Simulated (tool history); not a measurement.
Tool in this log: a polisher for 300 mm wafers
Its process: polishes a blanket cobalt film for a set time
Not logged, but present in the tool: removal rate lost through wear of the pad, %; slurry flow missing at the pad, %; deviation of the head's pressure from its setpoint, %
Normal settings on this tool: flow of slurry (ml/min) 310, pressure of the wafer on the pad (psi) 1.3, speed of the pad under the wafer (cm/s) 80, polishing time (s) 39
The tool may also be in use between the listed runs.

run	hour	flow of slurry (ml/min)	pressure of the wafer on the pad (psi)	speed of the pad under the wafer (cm/s)	polishing time (s)	wafers since the last listed run	wafers polished on this pad	hours since the slurry nozzle was cleaned	hours since the head pressure was calibrated	incoming thickness of the incoming film, nm	film removed (nm)
1	0.0	310	1.3	80	47	0	447	534.0	864.6	1084.0	141.9
2	10.1	310	1.3	80	47	105	552	544.1	874.7	1084.2	142.2
3	22.3	310	1.6	80	39	127	680	556.3	886.9	1072.6	143.1
4	34.2	265	1.3	80	39	123	804	568.2	898.8	1098.1	116.5
5	49.4	310	1.1	80	39	158	962	583.4	914.0	1094.1	97.8
6	67.1	310	1.1	80	39	184	1146	601.1	931.7	1096.4	99.9
# hour 81.3: worn pad replaced by a new one
7	83.6	310	1.3	80	39	130	24	617.6	948.2	1090.7	118.0
8	100.9	310	1.3	80	39	180	204	634.9	965.5	1094.7	116.1
9	114.5	310	1.3	80	39	141	346	648.5	979.1	1081.6	118.4
10	124.3	310	1.3	80	39	102	448	658.3	988.9	1081.0	116.3
11	132.9	310	1.3	80	39	89	537	666.9	997.5	1075.7	118.0
12	148.3	310	1.3	80	39	160	698	682.3	1012.9	1072.0	116.3
13	163.8	310	1.3	80	39	161	859	697.8	1028.4	1080.3	117.2
14	177.6	245	1.3	80	39	143	1003	711.6	1042.2	1105.4	113.6
15	185.7	310	1.3	80	39	84	1088	719.7	1050.3	1095.7	117.1
# hour 200.3: worn pad replaced by a new one
16	200.7	405	1.3	80	39	114	3	734.7	1065.3	1091.8	119.6
17	211.7	405	1.3	80	31	114	118	745.7	1076.3	1088.6	96.1
18	220.0	385	1.1	80	39	86	204	754.0	1084.6	1077.4	99.8
19	229.3	245	1.3	60	26	96	301	763.3	1093.9	1081.3	61.1
20	241.7	310	1.6	96	39	129	431	775.7	1106.3	1090.7	163.5
21	252.7	310	1.3	80	39	114	545	786.7	1117.3	1088.1	119.4
# hour 268.0: slurry nozzle cleaned
# hour 277.1: head pressure recalibrated
22	289.9	310	1.3	80	39	356	901	21.9	12.8	1106.6	114.9
# hour 297.7: worn pad replaced by a new one
23	304.8	310	1.3	80	39	113	74	36.8	27.7	1090.3	117.9
24	315.8	310	1.3	80	39	114	188	47.8	38.7	1088.7	118.3
25	329.2	215	0.9	80	51	139	328	61.2	52.1	1095.2	101.3
26	343.9	215	1.8	80	39	153	481	75.9	66.8	1100.6	157.3
27	380.2	310	1.0	80	50	378	859	112.2	103.1	1083.1	115.1

Across each entry between runs, compare the hidden state at the last listed run before it with the hidden state at the first listed run after it:
In the gap between runs 6 and 7: worn pad replaced by a new one (hour 81.3)
  both runs share identical hidden conditions
In the gap between runs 15 and 16: worn pad replaced by a new one (hour 200.3)
  both runs share identical hidden conditions
In the gap between runs 21 and 22: slurry nozzle cleaned (hour 268.0); head pressure recalibrated (hour 277.1)
  both runs share identical hidden conditions
In the gap between runs 22 and 23: worn pad replaced by a new one (hour 297.7)
  both runs share identical hidden conditions
